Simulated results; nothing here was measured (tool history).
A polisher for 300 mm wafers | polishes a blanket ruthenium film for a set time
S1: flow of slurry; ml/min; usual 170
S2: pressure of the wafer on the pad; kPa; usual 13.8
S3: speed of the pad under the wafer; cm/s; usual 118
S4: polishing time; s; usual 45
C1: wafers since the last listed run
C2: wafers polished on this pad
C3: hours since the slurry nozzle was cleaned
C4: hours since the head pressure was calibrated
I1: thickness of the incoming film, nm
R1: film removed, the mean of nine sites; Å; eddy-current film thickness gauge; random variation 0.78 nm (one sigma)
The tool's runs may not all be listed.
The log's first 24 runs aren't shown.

run	hour	S1	S2	S3	S4	C1	C2	C3	C4	I1	R1
25	704.6	220	13.8	80	59	179	1088	200.4	206.9	284.7	653
# hour 709.2: slurry nozzle cleaned
26	736.7	170	13.8	118	45	296	1385	27.5	239.0	291.2	691
27	756.4	170	13.8	90	45	188	1573	47.2	258.7	287.4	530
28	768.7	170	9.0	98	53	117	1690	59.5	271.0	290.2	440
29	788.2	170	11.0	86	45	186	1877	79.0	290.5	284.5	402
# hour 818.9: worn pad replaced by a new one
30	823.1	140	9.7	118	31	294	40	113.9	325.4	289.3	318
31	847.0	170	13.8	134	38	228	268	137.8	349.3	290.2	643
32	867.1	170	13.8	106	54	191	460	157.9	369.4	289.6	723
33	900.3	170	16.5	134	45	316	777	191.1	402.6	294.8	913
# hour 908.8: slurry nozzle cleaned
34	920.6	120	10.3	148	45	184	961	11.8	422.9	287.2	595
35	949.0	140	15.9	118	38	271	1232	40.2	451.3	292.2	621
36	968.0	170	13.8	106	45	181	1414	59.2	470.3	288.9	608

5 ways to go on from here, each from the tool as it stands after run 36. What would each give?
A	968.4	170	9.7	118	45	3	1417	59.6	470.7	292.4	?
B	968.4	210	13.8	134	45	3	1417	59.6	470.7	292.4	?
C	968.4	170	13.8	136	51	3	1417	59.6	470.7	292.4	?
D	968.4	170	17.2	118	45	3	1417	59.6	470.7	292.4	?
E	968.4	170	13.8	82	45	3	1417	59.6	470.7	292.4	?

run	R1
A	469
B	772
C	866
D	837
E	479
Without the tool's hidden state the same runs would have given:
run	R1
A	489
B	805
C	904
D	873
E	500

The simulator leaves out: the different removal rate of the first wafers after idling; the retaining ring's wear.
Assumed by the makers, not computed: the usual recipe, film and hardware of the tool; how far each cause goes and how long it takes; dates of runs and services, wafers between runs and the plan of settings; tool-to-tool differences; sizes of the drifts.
